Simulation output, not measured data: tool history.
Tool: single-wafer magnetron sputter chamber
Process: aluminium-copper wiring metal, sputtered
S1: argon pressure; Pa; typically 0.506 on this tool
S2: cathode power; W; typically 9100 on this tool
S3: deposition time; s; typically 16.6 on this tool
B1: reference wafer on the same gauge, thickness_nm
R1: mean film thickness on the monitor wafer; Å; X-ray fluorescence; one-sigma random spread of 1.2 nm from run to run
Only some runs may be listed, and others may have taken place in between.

Run 1, hour 0.0: usual settings but S1 0.352 Pa; B1 214.680. Result: R1 2699.11 Å.
At hour 87.9: sputter target and shields replaced.
Run 2, hour 88.4: usual settings but S1 0.352 Pa; B1 215.125. Result: R1 2700.93 Å.
Run 3, hour 163.3: usual settings; B1 214.823. Result: R1 2390.47 Å.
Run 4, hour 200.4: usual settings; B1 215.055. Result: R1 2388.23 Å.
Run 5, hour 267.6: usual settings; B1 215.165. Result: R1 2415.27 Å.
Run 6, hour 312.8: usual settings; B1 214.890. Result: R1 2399.88 Å.
At hour 508.9: sputter target and shields replaced.
Run 7, hour 525.1: usual settings; B1 215.123. Result: R1 2422.85 Å.
Run 8, hour 619.2: usual settings; B1 215.714. Result: R1 2407.36 Å.
Run 9, hour 691.8: usual settings; B1 214.999. Result: R1 2390.51 Å.
Run 10, hour 758.6: usual settings; B1 215.460. Result: R1 2372.92 Å.
Run 11, hour 837.6: usual settings but S3 15.1 s; B1 215.151. Result: R1 2184.58 Å.
Run 12, hour 911.5: usual settings but S2 10600 W; B1 214.640. Result: R1 2813.21 Å.
Run 13, hour 959.5: usual settings but S1 0.581 Pa; B1 215.714. Result: R1 2275.29 Å.
At hour 1010.8: sputter target and shields replaced.
At hour 1018.9: capacitance manometer re-zeroed and calibrated.
Run 14, hour 1038.0: usual settings; B1 214.591. Result: R1 2408.27 Å.
Run 15, hour 1096.1: usual settings but S1 0.569 Pa, S3 14.2 s; B1 214.664. Result: R1 1968.94 Å.
Run 16, hour 1187.1: usual settings but S1 0.578 Pa, S2 10800 W, S3 19.1 s; B1 215.449. Result: R1 3109.03 Å.
Run 17, hour 1232.2: usual settings but S1 0.684 Pa, S2 11250 W, S3 15.0 s; B1 215.155. Result: R1 2385.74 Å.
Run 18, hour 1300.2: usual settings; B1 215.189. Result: R1 2390.40 Å.
At hour 1309.2: gauge calibrated.
At hour 1390.5: magnet pack replaced.
Run 19, hour 1392.9: usual settings; B1 214.915. Result: R1 2404.16 Å.
At hour 1429.9: sputter target and shields replaced.
Run 20, hour 1475.4: usual settings but S1 0.661 Pa, S2 7100 W, S3 18.0 s; B1 215.029. Result: R1 1822.85 Å.
Run 21, hour 1548.2: usual settings but S1 0.641 Pa, S2 10050 W; B1 215.066. Result: R1 2427.42 Å.
Run 22, hour 1637.8: usual settings but S1 0.352 Pa; B1 214.791. Result: R1 2683.72 Å.
Run 23, hour 1717.6: usual settings but S1 0.671 Pa, S2 8450 W, S3 19.6 s; B1 214.936. Result: R1 2343.51 Å.
At hour 1813.7: sputter target and shields replaced.
Run 24, hour 1817.3: usual settings but S2 8350 W; B1 215.292. Result: R1 2198.67 Å.
Run 25, hour 1889.4: usual settings; B1 214.508. Result: R1 2399.27 Å.
Run 26, hour 2037.5: usual settings but S2 9950 W, S3 18.2 s; B1 215.159. Result: R1 2886.47 Å.

The next listed run, before its measurement:
Run 27, hour 2092.5: usual settings but S1 0.611 Pa, S2 9900 W; B1 ?. Result: R1 ?.

{"run 27": {"B1": 215.395, "R1": 2425.26}}
Without the tool's hidden state the same run would have given R1 2425.26 Å.

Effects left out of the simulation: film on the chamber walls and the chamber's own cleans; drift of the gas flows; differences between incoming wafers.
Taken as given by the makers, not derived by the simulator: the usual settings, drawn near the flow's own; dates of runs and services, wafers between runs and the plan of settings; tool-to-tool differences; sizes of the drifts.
